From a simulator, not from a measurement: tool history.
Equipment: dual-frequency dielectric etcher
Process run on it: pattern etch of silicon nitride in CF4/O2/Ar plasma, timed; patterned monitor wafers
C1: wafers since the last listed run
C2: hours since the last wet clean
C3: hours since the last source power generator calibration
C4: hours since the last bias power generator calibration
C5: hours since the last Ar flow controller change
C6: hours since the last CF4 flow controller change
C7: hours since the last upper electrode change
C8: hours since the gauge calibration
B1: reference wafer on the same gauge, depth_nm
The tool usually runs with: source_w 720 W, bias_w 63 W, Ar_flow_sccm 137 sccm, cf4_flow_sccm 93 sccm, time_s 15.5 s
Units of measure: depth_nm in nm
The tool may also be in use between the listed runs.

{"run": 1, "hour": 0.0, "source_w": 720, "bias_w": 63, "Ar_flow_sccm": 117, "cf4_flow_sccm": 93, "time_s": 15.5, "C1": 0, "C2": 0.5, "C3": 3735.3, "C4": 429.6, "C5": 1614.9, "C6": 2149.5, "C7": 2156, "C8": 113.3, "B1": 50.63, "depth_nm": 49.83}
{"run": 2, "hour": 80.3, "source_w": 720, "bias_w": 63, "Ar_flow_sccm": 137, "cf4_flow_sccm": 93, "time_s": 15.5, "C1": 782, "C2": 80.8, "C3": 3815.6, "C4": 509.9, "C5": 1695.2, "C6": 2229.8, "C7": 2236.3, "C8": 193.6, "B1": 50.64, "depth_nm": 48.83}
{"run": 3, "hour": 128.9, "source_w": 720, "bias_w": 63, "Ar_flow_sccm": 137, "cf4_flow_sccm": 93, "time_s": 15.5, "C1": 473, "C2": 129.4, "C3": 3864.2, "C4": 558.5, "C5": 1743.8, "C6": 2278.4, "C7": 2284.9, "C8": 242.2, "B1": 50.6, "depth_nm": 49.18}
{"run": 4, "hour": 181.8, "source_w": 600, "bias_w": 63, "Ar_flow_sccm": 137, "cf4_flow_sccm": 77, "time_s": 15.5, "C1": 515, "C2": 182.3, "C3": 3917.1, "C4": 611.4, "C5": 1796.7, "C6": 2331.3, "C7": 2337.8, "C8": 295.1, "B1": 50.58, "depth_nm": 39.69}
{"hour": 249.4, "done": "upper electrode replaced"}
{"run": 5, "hour": 249.9, "source_w": 720, "bias_w": 63, "Ar_flow_sccm": 155, "cf4_flow_sccm": 93, "time_s": 15.5, "C1": 429, "C2": 250.4, "C3": 3985.2, "C4": 679.5, "C5": 1864.8, "C6": 2399.4, "C7": 0.5, "C8": 363.2, "B1": 50.49, "depth_nm": 47.69}
{"hour": 273.1, "done": "CF4 flow controller replaced"}
{"run": 6, "hour": 300.0, "source_w": 720, "bias_w": 63, "Ar_flow_sccm": 137, "cf4_flow_sccm": 99, "time_s": 19, "C1": 429, "C2": 300.5, "C3": 4035.3, "C4": 729.6, "C5": 1914.9, "C6": 26.9, "C7": 50.6, "C8": 413.3, "B1": 50.59, "depth_nm": 59.78}
{"run": 7, "hour": 340.1, "source_w": 720, "bias_w": 55, "Ar_flow_sccm": 117, "cf4_flow_sccm": 73, "time_s": 15.5, "C1": 390, "C2": 340.6, "C3": 4075.4, "C4": 769.7, "C5": 1955, "C6": 67, "C7": 90.7, "C8": 453.4, "B1": 50.7, "depth_nm": 46.1}
{"run": 8, "hour": 418.8, "source_w": 830, "bias_w": 63, "Ar_flow_sccm": 148, "cf4_flow_sccm": 111, "time_s": 18.5, "C1": 767, "C2": 419.3, "C3": 4154.1, "C4": 848.4, "C5": 2033.7, "C6": 145.7, "C7": 169.4, "C8": 532.1, "B1": 50.65, "depth_nm": 68.46}
{"run": 9, "hour": 512.8, "source_w": 720, "bias_w": 63, "Ar_flow_sccm": 137, "cf4_flow_sccm": 107, "time_s": 15.5, "C1": 916, "C2": 513.3, "C3": 4248.1, "C4": 942.4, "C5": 2127.7, "C6": 239.7, "C7": 263.4, "C8": 626.1, "B1": 50.63, "depth_nm": 49.57}
{"hour": 547.1, "done": "wet clean of the chamber"}
{"run": 10, "hour": 619.3, "source_w": 720, "bias_w": 63, "Ar_flow_sccm": 137, "cf4_flow_sccm": 102, "time_s": 15.5, "C1": 804, "C2": 72.2, "C3": 4354.6, "C4": 1048.9, "C5": 2234.2, "C6": 346.2, "C7": 369.9, "C8": 732.6, "B1": 50.51, "depth_nm": 49.19}
{"run": 11, "hour": 665.0, "source_w": 720, "bias_w": 63, "Ar_flow_sccm": 137, "cf4_flow_sccm": 93, "time_s": 15.5, "C1": 445, "C2": 117.9, "C3": 4400.3, "C4": 1094.6, "C5": 2279.9, "C6": 391.9, "C7": 415.6, "C8": 778.3, "B1": 50.52, "depth_nm": 48.73}
{"hour": 702.0, "done": "source power generator calibrated"}
{"hour": 704.7, "done": "Ar flow controller replaced"}
{"run": 12, "hour": 722.9, "source_w": 810, "bias_w": 63, "Ar_flow_sccm": 137, "cf4_flow_sccm": 93, "time_s": 19.5, "C1": 498, "C2": 175.8, "C3": 20.9, "C4": 1152.5, "C5": 18.2, "C6": 449.8, "C7": 473.5, "C8": 836.2, "B1": 50.59, "depth_nm": 68.75}
{"run": 13, "hour": 813.2, "source_w": 720, "bias_w": 55, "Ar_flow_sccm": 147, "cf4_flow_sccm": 93, "time_s": 15.5, "C1": 880, "C2": 266.1, "C3": 111.2, "C4": 1242.8, "C5": 108.5, "C6": 540.1, "C7": 563.8, "C8": 926.5, "B1": 50.57, "depth_nm": 46.29}
{"run": 14, "hour": 881.1, "source_w": 800, "bias_w": 63, "Ar_flow_sccm": 167, "cf4_flow_sccm": 100, "time_s": 12, "C1": 661, "C2": 334, "C3": 179.1, "C4": 1310.7, "C5": 176.4, "C6": 608, "C7": 631.7, "C8": 994.4, "B1": 50.62, "depth_nm": 41.45}
{"run": 15, "hour": 977.3, "source_w": 720, "bias_w": 63, "Ar_flow_sccm": 137, "cf4_flow_sccm": 93, "time_s": 15.5, "C1": 937, "C2": 430.2, "C3": 275.3, "C4": 1406.9, "C5": 272.6, "C6": 704.2, "C7": 727.9, "C8": 1090.6, "B1": 50.56, "depth_nm": 48.67}
{"hour": 1150.1, "done": "wet clean of the chamber"}
{"hour": 1187.6, "done": "bias power generator calibrated"}
{"run": 16, "hour": 1244.7, "source_w": 720, "bias_w": 71, "Ar_flow_sccm": 137, "cf4_flow_sccm": 93, "time_s": 18.5, "C1": 2333, "C2": 94.6, "C3": 542.7, "C4": 57.1, "C5": 540, "C6": 971.6, "C7": 995.3, "C8": 1358, "B1": 50.6, "depth_nm": 60.49}
{"run": 17, "hour": 1325.2, "source_w": 720, "bias_w": 63, "Ar_flow_sccm": 137, "cf4_flow_sccm": 93, "time_s": 15.5, "C1": 784, "C2": 175.1, "C3": 623.2, "C4": 137.6, "C5": 620.5, "C6": 1052.1, "C7": 1075.8, "C8": 1438.5, "B1": 50.59, "depth_nm": 48.56}
{"run": 18, "hour": 1377.7, "source_w": 570, "bias_w": 63, "Ar_flow_sccm": 116, "cf4_flow_sccm": 93, "time_s": 15.5, "C1": 511, "C2": 227.6, "C3": 675.7, "C4": 190.1, "C5": 673, "C6": 1104.6, "C7": 1128.3, "C8": 1491, "B1": 50.61, "depth_nm": 39.47}
{"run": 19, "hour": 1477.1, "source_w": 860, "bias_w": 57, "Ar_flow_sccm": 137, "cf4_flow_sccm": 103, "time_s": 18.5, "C1": 969, "C2": 327, "C3": 775.1, "C4": 289.5, "C5": 772.4, "C6": 1204, "C7": 1227.7, "C8": 1590.4, "B1": 50.55, "depth_nm": 68.45}
{"run": 20, "hour": 1536.6, "source_w": 580, "bias_w": 78, "Ar_flow_sccm": 137, "cf4_flow_sccm": 93, "time_s": 15.5, "C1": 580, "C2": 386.5, "C3": 834.6, "C4": 349, "C5": 831.9, "C6": 1263.5, "C7": 1287.2, "C8": 1649.9, "B1": 50.6, "depth_nm": 42.12}

5 ways to go on from here, each from the tool as it stands after run 20. What would each give?
{"run": "A", "hour": 1537.0, "source_w": 720, "bias_w": 63, "Ar_flow_sccm": 137, "cf4_flow_sccm": 93, "time_s": 15.5, "C1": 3, "C2": 386.9, "C3": 835, "C4": 349.4, "C5": 832.3, "C6": 1263.9, "C7": 1287.6, "C8": 1650.3, "B1": "?", "depth_nm": "?"}
{"run": "B", "hour": 1537.0, "source_w": 610, "bias_w": 63, "Ar_flow_sccm": 137, "cf4_flow_sccm": 93, "time_s": 15.5, "C1": 3, "C2": 386.9, "C3": 835, "C4": 349.4, "C5": 832.3, "C6": 1263.9, "C7": 1287.6, "C8": 1650.3, "B1": "?", "depth_nm": "?"}
{"run": "C", "hour": 1537.0, "source_w": 830, "bias_w": 54, "Ar_flow_sccm": 137, "cf4_flow_sccm": 103, "time_s": 18, "C1": 3, "C2": 386.9, "C3": 835, "C4": 349.4, "C5": 832.3, "C6": 1263.9, "C7": 1287.6, "C8": 1650.3, "B1": "?", "depth_nm": "?"}
{"run": "D", "hour": 1537.0, "source_w": 720, "bias_w": 74, "Ar_flow_sccm": 137, "cf4_flow_sccm": 93, "time_s": 14, "C1": 3, "C2": 386.9, "C3": 835, "C4": 349.4, "C5": 832.3, "C6": 1263.9, "C7": 1287.6, "C8": 1650.3, "B1": "?", "depth_nm": "?"}
{"run": "E", "hour": 1537.0, "source_w": 720, "bias_w": 69, "Ar_flow_sccm": 137, "cf4_flow_sccm": 93, "time_s": 16.5, "C1": 3, "C2": 386.9, "C3": 835, "C4": 349.4, "C5": 832.3, "C6": 1263.9, "C7": 1287.6, "C8": 1650.3, "B1": "?", "depth_nm": "?"}

run=A B1=50.68 depth_nm=48.58
run=B B1=50.68 depth_nm=41.16
run=C B1=50.68 depth_nm=62.77
run=D B1=50.68 depth_nm=46.26
run=E B1=50.68 depth_nm=53.26
Had the tool no hidden state, the same runs would have come out as:
run=A depth_nm=48.58
run=B depth_nm=41.16
run=C depth_nm=62.77
run=D depth_nm=46.26
run=E depth_nm=53.26
